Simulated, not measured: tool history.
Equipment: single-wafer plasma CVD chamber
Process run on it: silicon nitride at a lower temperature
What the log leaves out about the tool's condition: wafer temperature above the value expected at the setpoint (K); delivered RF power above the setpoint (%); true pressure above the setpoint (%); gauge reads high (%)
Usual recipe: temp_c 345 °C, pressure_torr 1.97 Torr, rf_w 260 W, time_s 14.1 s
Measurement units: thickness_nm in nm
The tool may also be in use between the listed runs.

run	hour	temp_c	pressure_torr	rf_w	time_s	wafers since the last listed run	hours since the last thermocouple change	hours since the last RF generator calibration	hours since the last manometer calibration	hours since the showerhead was replaced	hours since the gauge calibration	read-back reference wafer on the same gauge, thickness_nm	thickness_nm
1	0.0	345	1.97	295	14.1	0	2239.9	1397.9	2415.7	6820.4	164.1	18.800	16.243
2	15.9	350	1.97	260	14.1	365	2255.8	1413.8	2431.6	6836.3	180.0	18.802	14.883
3	27.1	345	1.97	260	14.1	257	2267.0	1425.0	2442.8	6847.5	191.2	18.822	14.925
4	38.8	345	1.97	260	14.1	268	2278.7	1436.7	2454.5	6859.2	202.9	18.796	14.918
5	49.5	345	1.97	260	14.1	245	2289.4	1447.4	2465.2	6869.9	213.6	18.800	14.865
6	55.7	345	1.97	260	14.1	142	2295.6	1453.6	2471.4	6876.1	219.8	18.793	14.896
7	73.0	345	1.97	260	14.1	397	2312.9	1470.9	2488.7	6893.4	237.1	18.776	14.886
8	90.5	345	1.97	260	14.1	401	2330.4	1488.4	2506.2	6910.9	254.6	18.777	14.798
9	99.7	345	1.97	260	14.1	211	2339.6	1497.6	2515.4	6920.1	263.8	18.806	14.924
# hour 116.9: thermocouple changed; heater temperature recalibrated
10	117.4	345	1.97	240	14.1	222	0.5	1515.3	2533.1	6937.8	281.5	18.792	14.075
11	118.7	345	1.97	260	14.1	29	1.8	1516.6	2534.4	6939.1	282.8	18.810	14.815
12	146.0	345	1.97	260	15.5	626	29.1	1543.9	2561.7	6966.4	310.1	18.791	16.320
13	161.2	345	1.97	260	15.5	348	44.3	1559.1	2576.9	6981.6	325.3	18.797	16.279
14	174.0	345	1.97	260	15.5	293	57.1	1571.9	2589.7	6994.4	338.1	18.813	16.161
# hour 187.2: capacitance manometer re-zeroed and calibrated
15	187.7	352	1.97	260	14.1	130	70.8	1585.6	0.5	7008.1	351.8	18.801	14.716
16	195.0	345	1.97	260	14.1	167	78.1	1592.9	7.8	7015.4	359.1	18.809	14.692
17	208.6	345	1.75	260	14.1	312	91.7	1606.5	21.4	7029.0	372.7	18.799	13.891
18	222.1	345	1.97	260	14.1	309	105.2	1620.0	34.9	7042.5	386.2	18.795	14.690
# hour 235.9: gauge calibrated
19	239.8	345	1.61	260	14.1	406	122.9	1637.7	52.6	7060.2	3.9	18.829	13.193
20	251.1	345	1.97	260	14.1	259	134.2	1649.0	63.9	7071.5	15.2	18.809	14.618
# hour 264.5: RF generator calibrated
21	265.0	345	1.97	260	14.1	135	148.1	0.5	77.8	7085.4	29.1	18.801	15.689
22	273.0	330	1.97	260	14.1	183	156.1	8.5	85.8	7093.4	37.1	18.771	15.813
# hour 294.5: showerhead replaced
23	295.0	345	1.97	225	14.1	321	178.1	30.5	107.8	0.5	59.1	18.795	14.236
24	314.8	330	1.56	260	11.9	454	197.9	50.3	127.6	20.3	78.9	18.796	11.856
25	320.9	345	1.97	260	14.1	140	204.0	56.4	133.7	26.4	85.0	18.807	15.758
26	332.8	351	1.68	260	15.4	273	215.9	68.3	145.6	38.3	96.9	18.789	15.822
27	345.3	340	2.14	300	14.1	287	228.4	80.8	158.1	50.8	109.4	18.800	17.940

For run 28, what comes out?
28	358.8	345	1.61	260	14.1	309	241.9	94.3	171.6	64.3	122.9	?	?

{"run 28": {"read-back reference wafer on the same gauge, thickness_nm": 18.796, "thickness_nm": 14.194}}
If the tool had no hidden condition, the same run with the same run-to-run variation would have returned thickness_nm 14.234 nm.
